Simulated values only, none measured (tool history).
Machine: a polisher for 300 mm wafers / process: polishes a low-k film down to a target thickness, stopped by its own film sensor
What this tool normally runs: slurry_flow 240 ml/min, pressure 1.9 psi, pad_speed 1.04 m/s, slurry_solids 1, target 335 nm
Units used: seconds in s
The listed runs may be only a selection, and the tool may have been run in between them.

run,day,slurry_flow,pressure,pad_speed,slurry_solids,target,wafers since the last listed run,wafers polished on this pad,hours since the slurry nozzle was cleaned,hours since the head pressure was calibrated,hours since the slurry blender was calibrated,hours since the conditioning disc was replaced,"incoming thickness of the incoming film, nm",seconds
1,0,240,1.9,1.04,1,323,0,1407,460.3,704.4,405,563.2,391.8,178.2
# day 2.717: conditioning disc replaced and pad reconditioned
2,3.846,240,1.9,1.04,1,322,449,1857,552.6,796.7,497.3,27.1,393.1,183.4
# day 5.767: head pressure recalibrated
# day 6.171: slurry blender recalibrated
3,6.558,240,1.9,1.04,1,322,304,2161,617.7,19,9.3,92.2,384.6,143.2
# day 7.15: slurry nozzle cleaned
4,8.492,240,1.9,1.04,1,322,226,2387,32.2,65.4,55.7,138.6,387.5,148.8
5,12.983,240,1.9,1.28,1,339,536,2924,140,173.2,163.5,246.4,389.9,104.3
6,14.667,240,1.9,1.28,1,339,201,3125,180.4,213.6,203.9,286.8,383.9,93
# day 15.338: worn pad replaced by a new one
7,16.438,240,1.9,1.28,1,339,191,131,222.9,256.1,246.4,329.3,393.4,114.7
8,18.65,240,1.9,1.04,1,335,264,395,276,309.2,299.5,382.4,385.6,128.4
9,21.988,240,1.9,1.04,1,335,398,794,356.1,389.3,379.6,462.5,384.6,125.8
10,23.788,270,1.3,0.94,1,335,215,1010,399.3,432.5,422.8,505.7,390.9,220.2
11,27.246,240,1.9,1.04,1,335,413,1423,482.3,515.5,505.8,588.7,394,150.7
# day 28.025: conditioning disc replaced and pad reconditioned
12,30.062,240,1.9,1.04,1,335,326,1750,549.9,583.1,573.4,48.9,387.6,134.7
# day 32.312: slurry nozzle cleaned
13,32.742,240,1.9,1.04,1,335,315,2065,10.3,647.4,637.7,113.2,386.2,132.8
# day 33.067: slurry blender recalibrated
14,36.562,240,1.9,1.36,1.15,351,446,2512,102,739.1,83.9,204.9,391.5,73.9
# day 36.925: worn pad replaced by a new one
15,39.279,240,1.9,1.04,0.75,317,304,281,167.2,804.3,149.1,270.1,391.8,196.6
# day 41.071: head pressure recalibrated
16,43.479,240,1.9,1.04,1.1,317,492,773,268,57.8,249.9,370.9,388.9,168.1
17,46.5,240,1.9,0.94,1,335,361,1134,340.5,130.3,322.4,443.4,392.5,155.4
18,48.042,305,1.9,0.86,1,335,184,1318,377.5,167.3,359.4,480.4,388,153.6
19,51.362,240,2.5,0.86,1,335,396,1715,457.2,247,439.1,560.1,393.7,135.2
# day 54.442: conditioning disc replaced and pad reconditioned
# day 56.392: slurry nozzle cleaned
# day 57.721: slurry blender recalibrated
20,59.412,240,1.7,1.04,1,351,937,2653,72.5,440.2,40.6,119.3,389.9,99.1
# day 64.662: worn pad replaced by a new one
21,72.058,240,1.9,1.04,1,335,1491,884,376,743.7,344.1,422.8,398.3,160.6
22,76.029,215,2.3,1.04,1,335,474,1358,471.3,839,439.4,518.1,394.3,126.9
# day 78.062: conditioning disc replaced and pad reconditioned
23,79.538,240,1.2,1.04,0.8,349,409,1768,555.5,923.2,523.6,35.4,391,186.7
# day 79.642: slurry nozzle cleaned
# day 79.867: head pressure recalibrated
# day 85.617: slurry blender recalibrated
24,91.533,240,1.9,1.04,0.7,335,1409,3177,285.4,280,142,323.3,395.2,162.8
# day 92.971: worn pad replaced by a new one
25,93.833,170,1.3,0.72,1.3,335,255,103,340.6,335.2,197.2,378.5,393,260.7
26,97.65,240,1.9,0.94,1.3,326,456,559,432.2,426.8,288.8,470.1,390.8,155.3

Here are 3 independent what-if runs from the current tool condition. What would each one return?
A,97.671,240,1.9,1.04,1,335,2,561,432.7,427.3,289.3,470.6,387.4,?
B,97.671,240,1.9,1.04,1,345,2,561,432.7,427.3,289.3,470.6,387.4,?
C,97.671,240,1.7,1.04,1,326,2,561,432.7,427.3,289.3,470.6,387.4,?

run,seconds
A,130.4
B,105.5
C,170.8
With no hidden state in the tool, these same runs would have given:
run,seconds
A,117.6
B,95.2
C,154

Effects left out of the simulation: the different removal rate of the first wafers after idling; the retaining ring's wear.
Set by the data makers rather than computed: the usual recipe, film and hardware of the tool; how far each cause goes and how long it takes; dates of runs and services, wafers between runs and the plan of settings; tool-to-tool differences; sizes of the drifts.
